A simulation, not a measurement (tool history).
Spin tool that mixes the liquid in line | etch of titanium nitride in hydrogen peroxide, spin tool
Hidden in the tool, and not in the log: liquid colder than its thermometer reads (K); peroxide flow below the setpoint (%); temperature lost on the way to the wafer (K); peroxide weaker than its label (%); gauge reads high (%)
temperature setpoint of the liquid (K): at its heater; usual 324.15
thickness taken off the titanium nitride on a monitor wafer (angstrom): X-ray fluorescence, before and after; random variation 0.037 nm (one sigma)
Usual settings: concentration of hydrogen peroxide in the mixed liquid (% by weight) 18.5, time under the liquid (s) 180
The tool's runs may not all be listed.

run	hour	temperature setpoint of the liquid (K)	concentration of hydrogen peroxide in the mixed liquid (% by weight)	time under the liquid (s)	wafers since the last listed run	hours since the thermometer was replaced	hours since the peroxide flow meter was replaced	hours since the heated supply line was repaired	hours since the drum of peroxide was connected	hours since the gauge calibration	read-back film thickness of the titanium nitride reference wafer, read on the same gauge (nm)	thickness taken off the titanium nitride on a monitor wafer (angstrom)
1	0	324.15	18.5	180	0	1914	1388.4	711.2	466.3	228.7	110.009	45.34
2	64	324.15	18.5	180	581	1978	1452.4	775.2	530.3	292.7	110.021	45.18
3	124	324.15	18.5	180	544	2038	1512.4	835.2	590.3	352.7	110.011	44.57
# hour 130.8: new drum of peroxide connected
4	191.6	324.15	18.5	180	604	2105.6	1580	902.8	60.8	420.3	109.962	44.64
5	250	327.15	15	180	530	2164	1638.4	961.2	119.2	478.7	110.016	52.52
6	308.2	327.15	15	180	528	2222.2	1696.6	1019.4	177.4	536.9	109.991	52.32
7	339.1	327.15	15	180	280	2253.1	1727.5	1050.3	208.3	567.8	109.977	51.44
8	366.8	324.15	18.5	110	251	2280.8	1755.2	1078	236	595.5	110.002	26.51
9	391.2	324.15	18.5	110	221	2305.2	1779.6	1102.4	260.4	619.9	110.014	26.42
10	437.3	324.15	18.5	110	418	2351.3	1825.7	1148.5	306.5	666	109.998	26.39
# hour 444.2: thermometer replaced
11	468	332.15	13.5	250	269	23.8	1856.4	1179.2	337.2	696.7	110.027	98.96
12	525.2	327.15	18.5	130	519	81	1913.6	1236.4	394.4	753.9	110.025	38.37
# hour 551.2: gauge calibrated
13	579.7	324.15	18.5	180	495	135.5	1968.1	1290.9	448.9	28.5	110.022	42.56
14	646	333.65	18.5	180	602	201.8	2034.4	1357.2	515.2	94.8	109.985	82.8
15	673.9	332.15	13.5	250	253	229.7	2062.3	1385.1	543.1	122.7	110.008	96.9
16	740.6	324.15	18.5	180	605	296.4	2129	1451.8	609.8	189.4	110.029	42.51
# hour 760.8: peroxide flow meter replaced
# hour 798.1: new drum of peroxide connected
17	803.3	320.65	18.5	180	551	359.1	42.5	1514.5	5.2	252.1	110.011	32.74
# hour 825: heated supply line repaired
18	858.1	326.65	18.5	240	488	413.9	97.3	33.1	60	306.9	110.031	74.82
19	902.9	317.65	22.5	180	406	458.7	142.1	77.9	104.8	351.7	110.059	30.62
20	1011.8	333.65	13.5	70	989	567.6	251	186.8	213.7	460.6	110.013	33.19

The next listed run, before its measurement:
21	1079.4	329.15	14.5	180	614	635.2	318.6	254.4	281.3	528.2	?	?

Run 21 gave read-back film thickness of the titanium nitride reference wafer, read on the same gauge (nm) 110.052, thickness taken off the titanium nitride on a monitor wafer (angstrom) 63.91.
Without the tool's hidden state the same run would have given thickness taken off the titanium nitride on a monitor wafer (angstrom) 66.18.
